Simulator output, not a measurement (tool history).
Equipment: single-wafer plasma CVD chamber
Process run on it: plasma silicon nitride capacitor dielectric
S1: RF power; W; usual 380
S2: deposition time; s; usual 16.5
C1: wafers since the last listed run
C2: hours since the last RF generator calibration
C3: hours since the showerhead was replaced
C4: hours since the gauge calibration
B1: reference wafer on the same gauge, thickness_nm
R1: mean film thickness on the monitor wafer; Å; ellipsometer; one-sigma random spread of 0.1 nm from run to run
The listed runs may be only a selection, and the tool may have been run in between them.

run,hour,S1,S2,C1,C2,C3,C4,B1,R1
1,0.0,380,15.0,0,329.0,2464.9,893.8,23.405,219.99
2,53.7,355,13.9,1556,382.7,2518.6,947.5,23.375,200.25
3,121.4,355,13.9,1962,450.4,2586.3,1015.2,23.402,200.41
4,197.8,380,14.1,2214,526.8,2662.7,1091.6,23.389,207.40
5,279.6,380,15.7,2370,608.6,2744.5,1173.4,23.383,228.72
6,351.0,330,18.8,2069,680.0,2815.9,1244.8,23.405,265.56
7,548.0,330,18.8,5709,877.0,3012.9,1441.8,23.414,262.60
8,646.9,330,18.8,2866,975.9,3111.8,1540.7,23.416,262.19
# hour 946.4: gauge calibrated
9,952.2,420,16.5,8848,1281.2,3417.1,5.8,23.398,246.06
10,1038.6,420,16.5,2504,1367.6,3503.5,92.2,23.407,245.32
11,1090.0,380,16.5,1489,1419.0,3554.9,143.6,23.412,238.38
12,1141.7,380,16.5,1498,1470.7,3606.6,195.3,23.402,234.57
# hour 1168.3: RF generator calibrated
13,1193.9,380,16.5,1281,25.6,3658.8,247.5,23.411,243.24
14,1261.6,380,16.5,1962,93.3,3726.5,315.2,23.417,245.20
15,1358.3,380,16.5,2802,190.0,3823.2,411.9,23.424,242.46
16,1430.0,380,16.5,2078,261.7,3894.9,483.6,23.409,243.99
17,1521.2,380,16.5,2643,352.9,3986.1,574.8,23.400,243.06
# hour 1560.1: showerhead replaced
18,1609.5,445,14.5,2327,441.2,49.4,663.1,23.387,225.92

For run 19, what comes out?
19,1669.9,420,17.9,1750,501.6,109.8,723.5,?,?

B1: 23.394
R1: 272.21 Å
Had the tool carried no hidden state, the very same run would have given R1 273.79 Å.
